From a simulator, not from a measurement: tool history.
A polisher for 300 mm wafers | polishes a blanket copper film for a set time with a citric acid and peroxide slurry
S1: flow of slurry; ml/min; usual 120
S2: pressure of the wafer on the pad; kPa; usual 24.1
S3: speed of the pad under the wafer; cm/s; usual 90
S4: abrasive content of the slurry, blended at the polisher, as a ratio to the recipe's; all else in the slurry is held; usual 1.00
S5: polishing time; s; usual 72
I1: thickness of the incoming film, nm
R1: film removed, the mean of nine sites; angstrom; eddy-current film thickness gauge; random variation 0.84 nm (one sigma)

run,hour,S1,S2,S3,S4,S5,I1,R1
1,0.0,120,24.1,90,1.00,72,1220.9,1285
# hour 18.9: slurry nozzle cleaned
2,69.0,120,24.1,90,1.00,72,1212.6,1345
3,106.5,120,24.1,90,1.00,72,1224.4,1327
# hour 156.0: worn pad replaced by a new one
4,197.9,120,24.1,90,1.00,64,1208.3,1152
# hour 219.5: slurry blender recalibrated
5,274.3,120,24.1,90,1.00,72,1226.7,1349
6,360.5,120,24.1,90,1.00,72,1218.5,1304
# hour 365.2: slurry nozzle cleaned
7,443.7,120,24.1,90,1.00,72,1227.9,1351
# hour 468.3: worn pad replaced by a new one
8,511.5,120,24.1,90,1.00,72,1212.9,1320
9,618.8,145,29.0,90,1.00,72,1229.0,1568
# hour 684.7: slurry blender recalibrated
10,689.2,120,24.1,90,1.00,56,1191.1,1028
11,747.4,120,24.1,90,1.00,56,1193.3,1002
# hour 762.4: slurry nozzle cleaned
# hour 809.3: worn pad replaced by a new one
12,809.8,120,24.1,90,1.00,56,1223.4,1056
13,1070.6,100,24.1,112,1.10,56,1224.6,1202
# hour 1092.0: head pressure recalibrated
# hour 1112.4: slurry nozzle cleaned
14,1148.3,120,24.1,90,1.00,72,1225.1,1292
# hour 1168.2: worn pad replaced by a new one
# hour 1181.1: slurry blender recalibrated
15,1198.9,85,29.6,90,1.00,72,1202.6,1607
16,1266.4,135,24.1,90,0.70,72,1220.0,1297
17,1362.9,135,24.1,80,1.00,72,1210.3,1185
18,1400.7,100,24.1,118,1.00,72,1208.6,1642
19,1458.3,120,24.1,90,1.00,62,1211.0,1091
# hour 1476.7: worn pad replaced by a new one
# hour 1495.2: slurry nozzle cleaned
20,1497.1,120,24.1,90,1.00,72,1203.8,1320
21,1559.8,120,24.1,90,1.00,72,1220.2,1304
# hour 1628.3: slurry blender recalibrated
22,1655.1,90,24.1,90,1.15,72,1209.3,1359
23,1702.2,120,17.9,90,1.20,72,1212.4,1036
24,1766.1,120,24.1,90,1.00,72,1203.3,1318
25,1814.0,120,16.5,90,1.00,72,1219.0,895

The same runs without the tool's hidden state, with the same run-to-run variation:
The hidden state here: removal rate lost through wear of the pad, %; slurry flow missing at the pad, %; deviation of the head's pressure from its setpoint, %; abrasive missing from the slurry, %.
run,R1
1,1395
2,1407
3,1398
4,1240
5,1395
6,1398
7,1395
8,1382
9,1691
10,1080
11,1085
12,1079
13,1330
14,1379
15,1636
16,1336
17,1255
18,1776
19,1208
20,1382
21,1379
22,1384
23,1067
24,1385
25,959
